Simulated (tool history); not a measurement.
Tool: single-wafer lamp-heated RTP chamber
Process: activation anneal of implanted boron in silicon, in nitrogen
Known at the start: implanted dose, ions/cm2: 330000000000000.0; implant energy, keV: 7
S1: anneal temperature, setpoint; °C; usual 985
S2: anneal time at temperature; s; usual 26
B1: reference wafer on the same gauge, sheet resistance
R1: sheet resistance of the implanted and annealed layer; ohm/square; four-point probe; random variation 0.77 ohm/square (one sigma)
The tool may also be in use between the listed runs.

| run | hour | S1 | S2 | B1 | R1 |
|---|---|---|---|---|---|
| 1 | 0.0 | 973 | 26 | 369.39 | 351.78 |
|  | 18.3 | pyrometer window cleaned and pyrometer calibrated |
| 2 | 36.8 | 985 | 26 | 369.30 | 345.21 |
| 3 | 89.3 | 985 | 26 | 368.17 | 343.52 |
| 4 | 146.9 | 985 | 22 | 367.42 | 344.26 |
| 5 | 245.8 | 985 | 22 | 365.02 | 341.29 |
| 6 | 313.1 | 1001 | 26 | 363.73 | 334.31 |
|  | 322.6 | gauge calibrated |
|  | 330.6 | pyrometer window cleaned and pyrometer calibrated |
| 7 | 366.5 | 1001 | 26 | 373.30 | 344.02 |
| 8 | 440.9 | 957 | 35 | 373.09 | 371.15 |
|  | 460.7 | reflector plate cleaned |
| 9 | 533.2 | 1001 | 26 | 372.57 | 341.73 |
| 10 | 578.3 | 1011 | 19 | 371.76 | 341.18 |
|  | 634.0 | pyrometer window cleaned and pyrometer calibrated |
| 11 | 643.2 | 964 | 12 | 371.26 | 369.97 |
| 12 | 700.1 | 985 | 26 | 370.48 | 346.11 |
| 13 | 746.0 | 985 | 26 | 369.85 | 345.61 |
| 14 | 790.4 | 1010 | 35 | 369.12 | 337.07 |
| 15 | 868.7 | 1014 | 20 | 367.41 | 338.16 |

The tool's hidden state at each run:
true wafer temperature minus pyrometer reading, K: 0 in every run
wafer temperature error from the tarnished reflector plate, K: 0 in every run
H1: gauge reads high (%)
| run | H1 |
|---|---|
| 1 | -0.653 |
| 2 | -0.792 |
| 3 | -1.01 |
| 4 | -1.29 |
| 5 | -1.84 |
| 6 | -2.27 |
| 7 | 0.293 |
| 8 | 0.233 |
| 9 | 0.0799 |
| 10 | -0.0259 |
| 11 | -0.214 |
| 12 | -0.414 |
| 13 | -0.599 |
| 14 | -0.798 |
| 15 | -1.2 |
